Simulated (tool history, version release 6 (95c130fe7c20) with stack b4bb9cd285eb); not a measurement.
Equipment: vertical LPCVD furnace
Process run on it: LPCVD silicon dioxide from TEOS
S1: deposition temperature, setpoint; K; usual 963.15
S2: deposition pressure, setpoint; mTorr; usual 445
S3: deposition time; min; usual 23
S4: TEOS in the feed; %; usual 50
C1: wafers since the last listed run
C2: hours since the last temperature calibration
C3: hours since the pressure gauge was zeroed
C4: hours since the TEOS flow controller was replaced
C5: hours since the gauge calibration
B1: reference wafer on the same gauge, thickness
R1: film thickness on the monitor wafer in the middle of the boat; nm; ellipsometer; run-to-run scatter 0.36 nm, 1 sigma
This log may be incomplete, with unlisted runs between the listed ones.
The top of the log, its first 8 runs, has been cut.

| run | day | S1 | S2 | S3 | S4 | C1 | C2 | C3 | C4 | C5 | B1 | R1 |
|---|---|---|---|---|---|---|---|---|---|---|---|---|
| 9 | 22.446 | 963.15 | 445 | 23 | 50 | 637 | 1505.8 | 3638.5 | 3689.4 | 1897.7 | 103.83 | 132.24 |
| 10 | 25.092 | 963.15 | 445 | 23 | 50 | 1068 | 1569.3 | 3702 | 3752.9 | 1961.2 | 103.96 | 131.33 |
| 11 | 27.421 | 963.15 | 445 | 19.5 | 50 | 940 | 1625.2 | 3757.9 | 3808.8 | 2017.1 | 104.05 | 112.1 |
|  | 28.004 | gauge calibrated |
|  | 29.933 | thermocouples replaced and temperature profile calibrated |
| 12 | 29.954 | 963.15 | 445 | 19.5 | 50 | 619 | 0.5 | 3818.7 | 3869.6 | 46.8 | 104.04 | 112.53 |
| 13 | 33.854 | 963.15 | 445 | 19.5 | 50 | 1574 | 94.1 | 3912.3 | 3963.2 | 140.4 | 104.21 | 112.24 |
| 14 | 35.817 | 963.15 | 445 | 29 | 50 | 792 | 141.2 | 3959.4 | 4010.3 | 187.5 | 104.02 | 167.55 |
| 15 | 39.962 | 963.15 | 445 | 29 | 50 | 1673 | 240.7 | 4058.9 | 4109.8 | 287 | 104.08 | 167.1 |
| 16 | 44.3 | 974.15 | 495 | 17 | 44 | 1751 | 344.8 | 4163 | 4213.9 | 391.1 | 103.91 | 125.24 |
| 17 | 47.354 | 963.15 | 350 | 23 | 50 | 1233 | 418.1 | 4236.3 | 4287.2 | 464.4 | 103.97 | 118.3 |
| 18 | 50.262 | 963.15 | 445 | 23 | 50 | 1174 | 487.9 | 4306.1 | 4357 | 534.2 | 103.87 | 133.32 |
| 19 | 53.204 | 963.15 | 445 | 31.5 | 50 | 1187 | 558.5 | 4376.7 | 4427.6 | 604.8 | 103.94 | 181.97 |
|  | 56.679 | TEOS flow controller replaced |
| 20 | 56.7 | 963.15 | 445 | 23 | 50 | 1007 | 642.4 | 4460.6 | 0.5 | 688.7 | 104.06 | 132.97 |
| 21 | 57.754 | 963.15 | 445 | 23 | 50 | 425 | 667.7 | 4485.9 | 25.8 | 714 | 103.96 | 133.13 |
|  | 60.883 | pressure gauge zeroed |
| 22 | 61.333 | 963.15 | 445 | 23 | 50 | 1041 | 753.6 | 10.8 | 111.7 | 799.9 | 104.11 | 129.07 |
| 23 | 64.754 | 957.15 | 360 | 26.5 | 56 | 1381 | 835.7 | 92.9 | 193.8 | 882 | 104.03 | 122.21 |
| 24 | 66.367 | 963.15 | 445 | 17 | 56 | 651 | 874.4 | 131.6 | 232.5 | 920.7 | 104 | 100.97 |
| 25 | 69.475 | 968.15 | 355 | 17 | 45 | 1254 | 949 | 206.2 | 307.1 | 995.3 | 104.12 | 90.62 |
| 26 | 75.062 | 963.15 | 510 | 23 | 50 | 2255 | 1083.1 | 340.3 | 441.2 | 1129.4 | 103.92 | 138.7 |
| 27 | 78.446 | 963.15 | 445 | 23 | 59 | 1366 | 1164.3 | 421.5 | 522.4 | 1210.6 | 103.93 | 140.73 |
| 28 | 82.483 | 963.15 | 445 | 23 | 50 | 1630 | 1261.2 | 518.4 | 619.3 | 1307.5 | 104.06 | 129.04 |
| 29 | 85.212 | 953.15 | 415 | 15.5 | 57 | 1101 | 1326.7 | 583.9 | 684.8 | 1373 | 103.96 | 71.09 |
| 30 | 89.462 | 963.15 | 445 | 23 | 50 | 1715 | 1428.7 | 685.9 | 786.8 | 1475 | 104.01 | 129.81 |
| 31 | 93.192 | 958.15 | 445 | 14.5 | 43 | 1505 | 1518.2 | 775.4 | 876.3 | 1564.5 | 103.88 | 67.47 |
| 32 | 95.358 | 971.15 | 520 | 20 | 58 | 874 | 1570.2 | 827.4 | 928.3 | 1616.5 | 103.87 | 158.76 |

3 options for the next run, each taken on its own from the tool as it stands now. Forecast them:
| A | 95.529 | 963.15 | 445 | 23 | 54 | 68 | 1574.3 | 831.5 | 932.4 | 1620.6 | ? | ? |
| B | 95.529 | 963.15 | 415 | 23 | 44 | 68 | 1574.3 | 831.5 | 932.4 | 1620.6 | ? | ? |
| C | 95.529 | 963.15 | 540 | 23 | 54 | 68 | 1574.3 | 831.5 | 932.4 | 1620.6 | ? | ? |

| run | B1 | R1 |
|---|---|---|
| A | 104.15 | 135.16 |
| B | 104.15 | 117.85 |
| C | 104.15 | 148.79 |
With the hidden condition removed and each run's random variation left untouched, the same runs would have given:
| run | R1 |
|---|---|
| A | 134.67 |
| B | 117.39 |
| C | 148.34 |
